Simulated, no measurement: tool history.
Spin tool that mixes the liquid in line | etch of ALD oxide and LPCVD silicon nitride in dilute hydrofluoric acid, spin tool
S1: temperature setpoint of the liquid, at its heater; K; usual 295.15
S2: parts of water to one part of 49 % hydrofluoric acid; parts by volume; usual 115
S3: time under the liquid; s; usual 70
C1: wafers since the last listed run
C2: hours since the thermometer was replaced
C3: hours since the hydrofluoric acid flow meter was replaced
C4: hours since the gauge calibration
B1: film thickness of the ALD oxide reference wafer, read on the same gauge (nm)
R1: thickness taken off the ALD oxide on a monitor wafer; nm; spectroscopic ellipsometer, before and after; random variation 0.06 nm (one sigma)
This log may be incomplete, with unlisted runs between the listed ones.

run     day      S1   S2   S3    C1      C2      C3      C4     B1     R1
  1       0  292.65   80   70     0   124.3   581.8  2469.7  51.61   23.3
  2   3.662  292.65   80   70  1050   212.2   669.7  2557.6   51.7   23.3
  3   7.838  295.15  115   70  1196   312.4   769.9  2657.8  51.67  17.33
  4  10.892  295.15  115   70   875   385.7   843.2  2731.1  51.69  17.19
  5  13.329  290.65   90   70   698   444.2   901.7  2789.6  51.72  18.89
  6  16.171  295.15  115   70   814   512.4   969.9  2857.8  51.68  17.27
  7  18.792  295.15  115   70   751   575.3  1032.8  2920.7  51.65  17.26
     20.133  -- gauge calibrated
  8  22.429  297.65  115   70  1042   662.6  1120.1    55.1   50.1   18.5
     22.667  -- hydrofluoric acid flow meter replaced
  9  25.467  295.15  115   50   858   735.5    67.2     128  50.22  11.97
 10  28.412  293.65  115   95   844   806.2   137.9   198.7  50.32  21.46
 11  31.796  291.15  115   95   970   887.4   219.1   279.9  50.43  19.34
 12  34.192  295.15  115   95   686   944.9   276.6   337.4   50.5  22.89
 13  37.317  299.65   70   70   895  1019.9   351.6   412.4  50.62  35.03
 14  40.021  298.15  160   40   775  1084.8   416.5   477.3  50.68    7.4
 15  42.962  295.15  115   70   843  1155.4   487.1   547.9  50.75  16.96
 16    44.6  293.15   65   35   469  1194.7   526.4   587.2  50.75  14.63
 17  46.358  297.15  115   70   504  1236.9   568.6   629.4  50.84   18.3
 18  50.675  295.15  115  105  1237  1340.5   672.2     733  50.93  25.62
 19  52.962  293.65  170   85   655  1395.4   727.1   787.9  50.98   12.4
 20  55.971  295.15  115   70   862  1467.6   799.3   860.1  51.03  17.13
 21  59.225  295.15  115   70   932  1545.7   877.4   938.2  51.07  17.16
     62.288  -- hydrofluoric acid flow meter replaced
 22  63.325  295.15  115   70  1163  1644.1    24.9  1036.6  51.18  17.09
 23  65.104  295.15  115   70   510  1686.8    67.6  1079.3  51.21  17.05
 24  66.712  290.65  170   70   461  1725.4   106.2  1117.9  51.23   9.16
 25   70.35  295.15   90   35  1042  1812.7   193.5  1205.2  51.28   11.2
 26  72.692  291.15  115   70   671  1868.9   249.7  1261.4  51.31  14.58
 27  76.012  295.15  115   35   952  1948.6   329.4  1341.1  51.39   8.56

Below are 3 alternative next runs, each starting from the tool's condition after run 27. Predict each:
  A  76.029  295.15  115  70   4  1949  329.8  1341.5   ?   ?
  B  76.029  292.65  115  50   4  1949  329.8  1341.5   ?   ?
  C  76.029  296.65  115  70   4  1949  329.8  1341.5   ?   ?

run     B1     R1
  A  51.36  17.12
  B  51.36  11.05
  C  51.36  18.17
The same runs, with their run-to-run variation unchanged, on a tool lacking any hidden condition would have given:
run     R1
  A  16.67
  B  10.76
  C  17.69
